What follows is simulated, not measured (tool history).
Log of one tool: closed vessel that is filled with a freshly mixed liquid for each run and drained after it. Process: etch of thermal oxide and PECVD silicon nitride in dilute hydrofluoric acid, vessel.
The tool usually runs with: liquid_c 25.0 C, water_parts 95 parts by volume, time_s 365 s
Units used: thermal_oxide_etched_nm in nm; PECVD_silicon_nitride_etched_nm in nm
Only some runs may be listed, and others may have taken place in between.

run,hour,liquid_c,water_parts,time_s,wafers since the last listed run,hours since the thermometer was replaced,hours since the hydrofluoric acid flow meter was replaced,hours since the gauge calibration,"read-back film thickness of the thermal oxide reference wafer, read on the same gauge (nm)","read-back film thickness of the PECVD silicon nitride reference wafer, read on the same gauge (nm)",thermal_oxide_etched_nm,PECVD_silicon_nitride_etched_nm
1,0.0,25.0,95,365,0,778.7,1098.4,849.6,49.99,140.03,22.58,9.47
# hour 71.8: gauge calibrated
# hour 75.7: thermometer replaced
2,78.9,25.0,95,365,4392,3.2,1177.3,7.1,49.98,140.02,21.91,8.77
3,184.6,25.0,95,365,5959,108.9,1283.0,112.8,49.99,139.95,21.73,8.86
4,287.6,25.0,95,295,5807,211.9,1386.0,215.8,50.01,140.06,17.68,7.23
5,383.9,25.0,95,295,5429,308.2,1482.3,312.1,50.03,140.00,17.99,7.39
6,444.9,25.0,95,295,3439,369.2,1543.3,373.1,50.00,139.99,18.02,7.31
7,502.1,25.0,60,470,3225,426.4,1600.5,430.3,49.98,140.03,47.46,18.64
8,565.2,25.0,95,505,3557,489.5,1663.6,493.4,49.99,140.01,30.93,12.70
9,605.8,25.0,95,505,2289,530.1,1704.2,534.0,49.99,139.97,31.50,12.88
10,645.5,25.0,95,365,2238,569.8,1743.9,573.7,49.99,139.97,22.42,9.31
11,724.6,25.0,95,365,4459,648.9,1823.0,652.8,49.98,139.99,22.58,9.48
12,869.2,21.0,110,230,8152,793.5,1967.6,797.4,49.99,140.02,10.39,4.02
13,929.9,25.0,115,365,3422,854.2,2028.3,858.1,50.00,139.98,18.25,7.91
# hour 952.2: gauge calibrated
14,1007.3,28.0,65,365,4363,931.6,2105.7,55.1,49.99,139.99,39.32,16.98
# hour 1020.8: hydrofluoric acid flow meter replaced
# hour 1088.9: thermometer replaced
15,1091.9,27.5,95,365,4657,3.0,71.1,139.7,50.00,140.02,26.72,12.22
16,1198.2,22.5,60,560,5993,109.3,177.4,246.0,50.02,139.97,56.21,21.77
17,1249.8,25.0,95,365,2909,160.9,229.0,297.6,50.00,139.99,24.63,10.59
18,1330.2,27.5,95,365,4533,241.3,309.4,378.0,50.03,139.97,27.12,12.43
# hour 1342.7: thermometer replaced, repeated, since the last time left the tool worse
19,1417.5,26.5,95,365,4865,74.8,396.7,465.3,50.01,140.01,23.28,9.80
20,1484.0,27.0,120,470,3749,141.3,463.2,531.8,49.97,139.98,23.36,10.31
21,1579.7,25.0,110,150,5395,237.0,558.9,627.5,49.98,140.02,7.76,3.21
22,1665.6,29.0,80,210,4843,322.9,644.8,713.4,49.98,140.00,18.30,8.07
23,1710.4,27.5,50,365,2525,367.7,689.6,758.2,50.00,140.00,50.22,20.33

Alternative continuations, all from the tool just after run 23; predict every row:
A,1711.2,25.0,95,365,45,368.5,690.4,759.0,?,?,?,?
B,1711.2,23.0,80,365,45,368.5,690.4,759.0,?,?,?,?
C,1711.2,25.0,95,535,45,368.5,690.4,759.0,?,?,?,?
D,1711.2,27.5,65,160,45,368.5,690.4,759.0,?,?,?,?
E,1711.2,25.0,110,365,45,368.5,690.4,759.0,?,?,?,?

run,"read-back film thickness of the thermal oxide reference wafer, read on the same gauge (nm)","read-back film thickness of the PECVD silicon nitride reference wafer, read on the same gauge (nm)",thermal_oxide_etched_nm,PECVD_silicon_nitride_etched_nm
A,49.98,139.96,22.56,9.16
B,49.98,139.96,25.22,9.52
C,49.98,139.96,33.07,13.43
D,49.98,139.96,16.61,6.89
E,49.98,139.96,19.11,7.92
The same runs, with their run-to-run variation unchanged, on a tool lacking any hidden condition would have given:
run,thermal_oxide_etched_nm,PECVD_silicon_nitride_etched_nm
A,21.84,8.69
B,24.40,9.01
C,32.02,12.73
D,16.08,6.53
E,18.51,7.51

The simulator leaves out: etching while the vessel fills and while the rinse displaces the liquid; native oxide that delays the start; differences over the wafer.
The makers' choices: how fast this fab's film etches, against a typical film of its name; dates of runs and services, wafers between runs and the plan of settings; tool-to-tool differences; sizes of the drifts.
